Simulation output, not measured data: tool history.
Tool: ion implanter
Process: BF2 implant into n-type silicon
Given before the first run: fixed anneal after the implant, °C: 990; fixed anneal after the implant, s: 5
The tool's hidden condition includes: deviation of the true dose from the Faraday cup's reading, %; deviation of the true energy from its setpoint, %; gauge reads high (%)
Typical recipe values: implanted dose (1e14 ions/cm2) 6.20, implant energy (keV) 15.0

| run | hour | implanted dose (1e14 ions/cm2) | implant energy (keV) | wafers since the last listed run | hours since the last dose calibration | hours since the extraction supply was calibrated | hours since the gauge calibration | read-back reference wafer on the same gauge, sheet resistance | sheet resistance of the implanted and annealed layer (ohm/square) |
|---|---|---|---|---|---|---|---|---|---|
| 1 | 0.0 | 6.20 | 15.0 | 0 | 1027.4 | 2770.5 | 195.7 | 287.95 | 338.93 |
| 2 | 15.3 | 5.26 | 15.0 | 191 | 1042.7 | 2785.8 | 211.0 | 287.93 | 353.18 |
| 3 | 23.4 | 5.26 | 15.0 | 101 | 1050.8 | 2793.9 | 219.1 | 287.95 | 353.56 |
| 4 | 33.9 | 5.26 | 15.0 | 131 | 1061.3 | 2804.4 | 229.6 | 288.02 | 353.19 |
| 5 | 46.5 | 5.67 | 15.0 | 157 | 1073.9 | 2817.0 | 242.2 | 288.01 | 346.73 |
| 6 | 56.5 | 6.20 | 13.0 | 124 | 1083.9 | 2827.0 | 252.2 | 288.02 | 365.97 |
| 7 | 72.0 | 6.20 | 15.0 | 193 | 1099.4 | 2842.5 | 267.7 | 288.07 | 338.95 |
| 8 | 79.9 | 6.20 | 15.0 | 98 | 1107.3 | 2850.4 | 275.6 | 287.85 | 339.32 |
| 9 | 87.3 | 6.20 | 15.0 | 92 | 1114.7 | 2857.8 | 283.0 | 287.89 | 338.06 |
| 10 | 95.0 | 6.20 | 15.0 | 96 | 1122.4 | 2865.5 | 290.7 | 288.10 | 338.85 |
| 11 | 104.5 | 6.20 | 17.0 | 118 | 1131.9 | 2875.0 | 300.2 | 287.99 | 317.51 |
| 12 | 120.8 | 6.20 | 17.0 | 203 | 1148.2 | 2891.3 | 316.5 | 287.99 | 316.72 |
|  | 128.4 | gauge calibrated |
| 13 | 135.2 | 7.58 | 15.0 | 179 | 1162.6 | 2905.7 | 6.8 | 288.04 | 325.44 |
| 14 | 146.4 | 7.58 | 15.0 | 139 | 1173.8 | 2916.9 | 18.0 | 288.18 | 325.88 |
|  | 160.1 | Faraday cup replaced and dose calibrated |
| 15 | 160.6 | 6.20 | 15.0 | 77 | 0.5 | 2931.1 | 32.2 | 288.00 | 342.92 |
| 16 | 176.3 | 6.20 | 15.0 | 196 | 16.2 | 2946.8 | 47.9 | 288.08 | 342.32 |
| 17 | 191.3 | 6.20 | 15.0 | 187 | 31.2 | 2961.8 | 62.9 | 288.08 | 342.74 |
| 18 | 199.0 | 5.47 | 10.5 | 96 | 38.9 | 2969.5 | 70.6 | 287.93 | 422.42 |
| 19 | 206.9 | 5.13 | 12.5 | 98 | 46.8 | 2977.4 | 78.5 | 288.03 | 394.14 |
| 20 | 224.0 | 8.02 | 20.0 | 213 | 63.9 | 2994.5 | 95.6 | 288.05 | 276.38 |
| 21 | 240.8 | 6.20 | 15.0 | 209 | 80.7 | 3011.3 | 112.4 | 288.08 | 341.51 |
| 22 | 250.7 | 6.20 | 10.5 | 123 | 90.6 | 3021.2 | 122.3 | 288.12 | 409.94 |
| 23 | 262.3 | 6.20 | 15.0 | 144 | 102.2 | 3032.8 | 133.9 | 287.99 | 342.07 |
| 24 | 278.5 | 7.51 | 12.0 | 202 | 118.4 | 3049.0 | 150.1 | 287.99 | 369.49 |
| 25 | 285.7 | 5.46 | 19.0 | 89 | 125.6 | 3056.2 | 157.3 | 287.85 | 316.79 |
| 26 | 302.5 | 6.20 | 15.0 | 209 | 142.4 | 3073.0 | 174.1 | 287.95 | 341.01 |
| 27 | 312.2 | 4.56 | 12.0 | 121 | 152.1 | 3082.7 | 183.8 | 287.94 | 413.08 |
| 28 | 323.9 | 6.20 | 15.0 | 146 | 163.8 | 3094.4 | 195.5 | 288.09 | 340.63 |
|  | 333.8 | extraction supply calibrated |
| 29 | 337.5 | 6.20 | 15.0 | 69 | 177.4 | 3.7 | 209.1 | 287.98 | 341.79 |
| 30 | 352.9 | 4.59 | 19.5 | 192 | 192.8 | 19.1 | 224.5 | 288.00 | 337.05 |
| 31 | 364.3 | 6.20 | 15.0 | 142 | 204.2 | 30.5 | 235.9 | 288.05 | 340.85 |
| 32 | 373.1 | 6.20 | 15.0 | 109 | 213.0 | 39.3 | 244.7 | 287.97 | 340.73 |
| 33 | 385.0 | 5.34 | 13.0 | 148 | 224.9 | 51.2 | 256.6 | 288.05 | 380.05 |
| 34 | 391.9 | 7.77 | 11.5 | 86 | 231.8 | 58.1 | 263.5 | 288.01 | 374.59 |
| 35 | 400.3 | 4.59 | 11.0 | 104 | 240.2 | 66.5 | 271.9 | 288.07 | 430.16 |
|  | 402.2 | gauge calibrated |
| 36 | 409.9 | 6.89 | 15.0 | 119 | 249.8 | 76.1 | 7.7 | 288.01 | 331.88 |
| 37 | 424.5 | 6.20 | 19.5 | 182 | 264.4 | 90.7 | 22.3 | 288.06 | 299.06 |
| 38 | 442.1 | 4.98 | 19.0 | 219 | 282.0 | 108.3 | 39.9 | 287.95 | 327.00 |

Hidden state or all else? Some run-to-run changes of sheet resistance of the implanted and annealed layer (ohm/square), split into what the settings, what came in and random variation would give without the hidden state, and what is left for the hidden state (with any gauge scatter that isn't in both results):
Run 14 -> 15: implanted dose (1e14 ions/cm2) 7.58 -> 6.20, Faraday cup replaced and dose calibrated. sheet resistance of the implanted and annealed layer (ohm/square) +17.04: hidden state +3.04, all else +14.00.
Run 17 -> 18: implanted dose (1e14 ions/cm2) 6.20 -> 5.47, implant energy (keV) 15.0 -> 10.5. sheet resistance of the implanted and annealed layer (ohm/square) +79.68: hidden state -0.19, all else +79.87.
Run 19 -> 20: implanted dose (1e14 ions/cm2) 5.13 -> 8.02, implant energy (keV) 12.5 -> 20.0. sheet resistance of the implanted and annealed layer (ohm/square) -117.76: hidden state +0.27, all else -118.03.
Run 29 -> 30: implanted dose (1e14 ions/cm2) 6.20 -> 4.59, implant energy (keV) 15.0 -> 19.5. sheet resistance of the implanted and annealed layer (ohm/square) -4.74: hidden state -2.12, all else -2.62.
Run 30 -> 31: implanted dose (1e14 ions/cm2) 4.59 -> 6.20, implant energy (keV) 19.5 -> 15.0. sheet resistance of the implanted and annealed layer (ohm/square) +3.80: hidden state +1.94, all else +1.86.
Run 35 -> 36: implanted dose (1e14 ions/cm2) 4.59 -> 6.89, implant energy (keV) 11.0 -> 15.0, gauge calibrated. sheet resistance of the implanted and annealed layer (ohm/square) -98.28: hidden state +1.48, all else -99.76.

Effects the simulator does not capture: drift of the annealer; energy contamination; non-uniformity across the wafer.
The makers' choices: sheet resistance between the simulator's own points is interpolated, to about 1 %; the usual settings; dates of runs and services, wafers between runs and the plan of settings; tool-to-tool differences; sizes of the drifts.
